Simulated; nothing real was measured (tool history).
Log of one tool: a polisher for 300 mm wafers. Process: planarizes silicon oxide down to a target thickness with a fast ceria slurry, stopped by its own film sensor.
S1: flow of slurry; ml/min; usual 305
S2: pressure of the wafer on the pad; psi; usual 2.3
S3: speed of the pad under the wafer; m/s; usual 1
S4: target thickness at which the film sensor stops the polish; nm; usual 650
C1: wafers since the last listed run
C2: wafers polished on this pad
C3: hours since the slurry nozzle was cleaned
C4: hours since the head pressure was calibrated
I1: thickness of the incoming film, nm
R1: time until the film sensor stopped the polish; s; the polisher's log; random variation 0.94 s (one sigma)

run	hour	S1	S2	S3	S4	C1	C2	C3	C4	I1	R1
1	0	305	2.3	1	557	0	4586	545.7	915.6	1363	81.4
# hour 68.1: head pressure recalibrated
2	78.3	305	2.3	1	557	865	5451	624	10.2	1395.5	85.9
# hour 106.7: worn pad replaced by a new one
3	170.3	305	2.3	1	650	998	721	716	102.2	1360.2	65.3
# hour 212.4: slurry nozzle cleaned
4	226.4	305	2.3	1	650	625	1346	14	158.3	1385.7	68.2
5	270.3	305	2.3	1	650	498	1844	57.9	202.2	1376.8	68.7
6	307.6	305	2.3	1	650	423	2268	95.2	239.5	1374.8	69.7
7	376.4	305	2.5	1	650	780	3048	164	308.3	1369.5	68.5
8	460.7	305	2.3	1	753	956	4004	248.3	392.6	1371.7	61.6
# hour 729.3: worn pad replaced by a new one
9	751.6	305	2.3	1	753	3254	253	539.2	683.5	1368	55.5
10	845.4	305	2.3	1	753	1064	1317	633	777.3	1367.8	58.4
11	943.8	305	2.3	1	650	1116	2433	731.4	875.7	1361.1	68.6
# hour 985.8: slurry nozzle cleaned
12	1026.8	305	2.3	1	650	930	3363	41	958.7	1366.5	71.3
# hour 1041.6: head pressure recalibrated
13	1094.9	305	1.8	0.82	650	749	4113	109.1	53.3	1386.5	105
14	1160.6	305	2.3	1	650	745	4858	174.8	119	1401.7	76.2
# hour 1213.7: worn pad replaced by a new one
15	1214.2	305	2.3	1	650	562	5	228.4	172.6	1390.2	67.2
16	1250.9	305	2.3	1	650	416	421	265.1	209.3	1397.3	68.6
17	1347.8	305	2.3	1	650	1099	1520	362	306.2	1394.7	71.8
18	1449.3	305	2.3	1	407	1151	2672	463.5	407.7	1387.7	97.8
19	1501.3	305	2.8	1	650	589	3262	515.5	459.7	1397.6	67.6
20	1551.8	305	2	1.28	650	572	3835	566	510.2	1371.9	61.5
21	1632	305	2.3	1	650	909	4744	646.2	590.4	1369.6	71.1
22	1707.5	335	1.7	1	650	856	5601	721.7	665.9	1382.2	88.8
# hour 1735.8: slurry nozzle cleaned
23	1759.7	345	1.7	1.22	650	580	6182	23.9	718.1	1365.4	72.3
# hour 1797: worn pad replaced by a new one
24	1808.2	305	2.6	1.1	650	504	127	72.4	766.6	1375.1	54.6
25	1851.9	245	3	1.22	852	495	623	116.1	810.3	1388.2	34.4
# hour 1911.8: head pressure recalibrated
26	1912.3	225	2.6	1.14	650	662	1285	176.5	0.5	1360.7	55.6
27	1973.4	305	2.3	1	650	693	1978	237.6	61.6	1360.5	68.9
28	2023.4	305	2.3	1	650	567	2546	287.6	111.6	1362.5	70.3
29	2065.8	405	2.3	1	650	480	3027	330	154	1379.8	70.9
30	2160.3	305	2.3	1	650	1072	4099	424.5	248.5	1369	71.4
31	2372.2	305	1.8	0.82	650	2403	6502	636.4	460.4	1355.5	100.5
# hour 2388.7: worn pad replaced by a new one
32	2420.5	305	2.3	1.12	826	502	361	684.7	508.7	1358.4	44.9
# hour 2614: slurry nozzle cleaned
33	2715	305	2.3	0.74	650	3329	3690	101	803.2	1386.2	104.1
34	2808.2	305	2.3	1	650	1057	4748	194.2	896.4	1374.4	74.7

Take each entry between the runs: how does the hidden state at the last listed run before it differ from the hidden state at the first listed run after it?
Runs 1 to 2: head pressure recalibrated (hour 68.1)
  removal rate lost through wear of the pad, %: 12.1 -> 12.6
  what was measured, less what the result would be without the hidden state, R1: +9.9 -> +10.8 s
Runs 2 to 3: worn pad replaced by a new one (hour 106.7)
  removal rate lost through wear of the pad, %: 12.6 -> 3.91
  what was measured, less what the result would be without the hidden state, R1: +10.8 -> +2.6 s
Runs 3 to 4: slurry nozzle cleaned (hour 212.4)
  removal rate lost through wear of the pad, %: 3.91 -> 6.24
  what was measured, less what the result would be without the hidden state, R1: +2.6 -> +4.2 s
Runs 8 to 9: worn pad replaced by a new one (hour 729.3)
  removal rate lost through wear of the pad, %: 11 -> 2.42
  what was measured, less what the result would be without the hidden state, R1: +6.8 -> +1.3 s
Runs 11 to 12: slurry nozzle cleaned (hour 985.8)
  removal rate lost through wear of the pad, %: 9.62 -> 11.1
  what was measured, less what the result would be without the hidden state, R1: +6.6 -> +7.9 s
Runs 12 to 13: head pressure recalibrated (hour 1041.6)
  removal rate lost through wear of the pad, %: 11.1 -> 11.8
  what was measured, less what the result would be without the hidden state, R1: +7.9 -> +12.5 s
Runs 14 to 15: worn pad replaced by a new one (hour 1213.7)
  removal rate lost through wear of the pad, %: 12.4 -> 2.53
  what was measured, less what the result would be without the hidden state, R1: +9.5 -> +1.7 s
Runs 22 to 23: slurry nozzle cleaned (hour 1735.8)
  removal rate lost through wear of the pad, %: 14.2 -> 14.4
  what was measured, less what the result would be without the hidden state, R1: +12.6 -> +10.5 s
Runs 23 to 24: worn pad replaced by a new one (hour 1797)
  removal rate lost through wear of the pad, %: 14.4 -> 2.01
  what was measured, less what the result would be without the hidden state, R1: +10.5 -> +1.1 s
Runs 25 to 26: head pressure recalibrated (hour 1911.8)
  removal rate lost through wear of the pad, %: 4.49 -> 7.09
  what was measured, less what the result would be without the hidden state, R1: +1.5 -> +3.9 s
Runs 31 to 32: worn pad replaced by a new one (hour 2388.7)
  removal rate lost through wear of the pad, %: 13.3 -> 5.38
  what was measured, less what the result would be without the hidden state, R1: +13.4 -> +2.4 s
Runs 32 to 33: slurry nozzle cleaned (hour 2614)
  removal rate lost through wear of the pad, %: 5.38 -> 13.8
  what was measured, less what the result would be without the hidden state, R1: +2.4 -> +14.4 s

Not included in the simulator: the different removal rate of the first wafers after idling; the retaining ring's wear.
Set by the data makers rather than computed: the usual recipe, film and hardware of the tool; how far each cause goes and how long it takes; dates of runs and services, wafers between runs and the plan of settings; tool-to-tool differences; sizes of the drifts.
